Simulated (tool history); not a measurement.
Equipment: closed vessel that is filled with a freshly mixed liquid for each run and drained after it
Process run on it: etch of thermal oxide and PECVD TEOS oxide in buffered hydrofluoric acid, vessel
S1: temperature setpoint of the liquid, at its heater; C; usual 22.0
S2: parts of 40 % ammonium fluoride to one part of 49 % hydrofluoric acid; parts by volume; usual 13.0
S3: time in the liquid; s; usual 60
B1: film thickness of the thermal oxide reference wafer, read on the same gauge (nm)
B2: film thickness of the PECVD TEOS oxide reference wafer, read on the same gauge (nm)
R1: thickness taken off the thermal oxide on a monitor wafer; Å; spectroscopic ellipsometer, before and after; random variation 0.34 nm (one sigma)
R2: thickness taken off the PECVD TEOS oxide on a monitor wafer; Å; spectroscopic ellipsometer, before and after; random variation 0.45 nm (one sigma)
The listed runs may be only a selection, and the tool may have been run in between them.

run 1 hour=0.0 | S1=25.0 S2=13.0 S3=60 | B1=69.99 B2=80.01 | R1=611.3 R2=899.4
run 2 hour=99.2 | S1=25.0 S2=13.0 S3=60 | B1=70.01 B2=80.00 | R1=606.2 R2=896.2
run 3 hour=171.1 | S1=25.0 S2=13.0 S3=60 | B1=69.99 B2=80.00 | R1=602.6 R2=894.8
run 4 hour=240.4 | S1=22.0 S2=13.0 S3=60 | B1=69.99 B2=80.02 | R1=520.9 R2=762.8
run 5 hour=289.4 | S1=22.0 S2=13.0 S3=60 | B1=69.99 B2=80.00 | R1=514.1 R2=769.9
run 6 hour=346.0 | S1=22.0 S2=13.0 S3=60 | B1=70.00 B2=80.00 | R1=517.0 R2=769.0
run 7 hour=400.8 | S1=22.0 S2=13.0 S3=35 | B1=69.99 B2=80.00 | R1=301.4 R2=451.2
-- hour=513.3 thermometer replaced
-- hour=580.4 gauge calibrated
-- hour=689.9 hydrofluoric acid flow meter replaced
run 8 hour=696.5 | S1=22.0 S2=10.5 S3=60 | B1=69.98 B2=79.99 | R1=635.7 R2=951.0
run 9 hour=798.1 | S1=22.0 S2=13.0 S3=60 | B1=69.99 B2=79.99 | R1=510.5 R2=770.5
run 10 hour=842.7 | S1=18.0 S2=13.0 S3=60 | B1=70.01 B2=80.00 | R1=412.0 R2=609.4
run 11 hour=898.9 | S1=26.0 S2=15.0 S3=60 | B1=70.01 B2=80.01 | R1=553.3 R2=821.8
run 12 hour=984.8 | S1=18.0 S2=13.0 S3=80 | B1=69.99 B2=80.00 | R1=551.7 R2=815.0
run 13 hour=1087.3 | S1=22.0 S2=13.0 S3=60 | B1=70.02 B2=80.02 | R1=518.2 R2=763.6
run 14 hour=1190.3 | S1=22.0 S2=14.5 S3=60 | B1=70.01 B2=80.01 | R1=463.6 R2=691.5
run 15 hour=1258.9 | S1=22.0 S2=13.0 S3=60 | B1=69.99 B2=80.01 | R1=511.7 R2=773.4
run 16 hour=1489.2 | S1=24.5 S2=9.5 S3=60 | B1=70.02 B2=79.98 | R1=793.4 R2=1173.8
run 17 hour=1579.2 | S1=17.5 S2=13.0 S3=35 | B1=70.01 B2=80.03 | R1=235.4 R2=347.4
run 18 hour=1632.0 | S1=26.0 S2=16.5 S3=50 | B1=70.00 B2=80.00 | R1=420.8 R2=625.9
run 19 hour=1671.7 | S1=22.0 S2=13.0 S3=50 | B1=69.98 B2=79.98 | R1=427.3 R2=637.5
run 20 hour=1752.8 | S1=20.0 S2=11.0 S3=75 | B1=69.98 B2=80.01 | R1=680.7 R2=1005.5
run 21 hour=1832.7 | S1=22.0 S2=13.0 S3=60 | B1=70.00 B2=80.00 | R1=515.2 R2=765.3
run 22 hour=1928.0 | S1=22.0 S2=13.0 S3=60 | B1=69.99 B2=80.00 | R1=513.4 R2=757.2
run 23 hour=2174.1 | S1=22.0 S2=13.0 S3=60 | B1=70.01 B2=79.99 | R1=515.2 R2=763.2
run 24 hour=2230.8 | S1=25.5 S2=15.0 S3=45 | B1=70.00 B2=79.99 | R1=407.8 R2=602.9
run 25 hour=2310.2 | S1=19.0 S2=16.0 S3=35 | B1=70.00 B2=80.02 | R1=208.0 R2=305.7

Forecast each of these 5 alternatives for the next run:
run A hour=2310.9 | S1=22.0 S2=13.0 S3=60 | B1=? B2=? | R1=? R2=?
run B hour=2310.9 | S1=19.0 S2=13.0 S3=60 | B1=? B2=? | R1=? R2=?
run C hour=2310.9 | S1=18.5 S2=15.5 S3=75 | B1=? B2=? | R1=? R2=?
run D hour=2310.9 | S1=20.5 S2=13.0 S3=60 | B1=? B2=? | R1=? R2=?
run E hour=2310.9 | S1=22.0 S2=13.0 S3=80 | B1=? B2=? | R1=? R2=?

run=A B1=69.99 B2=80.01 R1=512.9 R2=761.7
run=B B1=69.99 B2=80.01 R1=433.8 R2=644.2
run=C B1=69.99 B2=80.01 R1=443.5 R2=658.5
run=D B1=69.99 B2=80.01 R1=471.9 R2=700.8
run=E B1=69.99 B2=80.01 R1=683.9 R2=1015.6
Had the tool no hidden state, the same runs would have come out as:
run=A R1=512.9 R2=761.7
run=B R1=433.8 R2=644.2
run=C R1=443.5 R2=658.5
run=D R1=471.9 R2=700.8
run=E R1=683.9 R2=1015.6
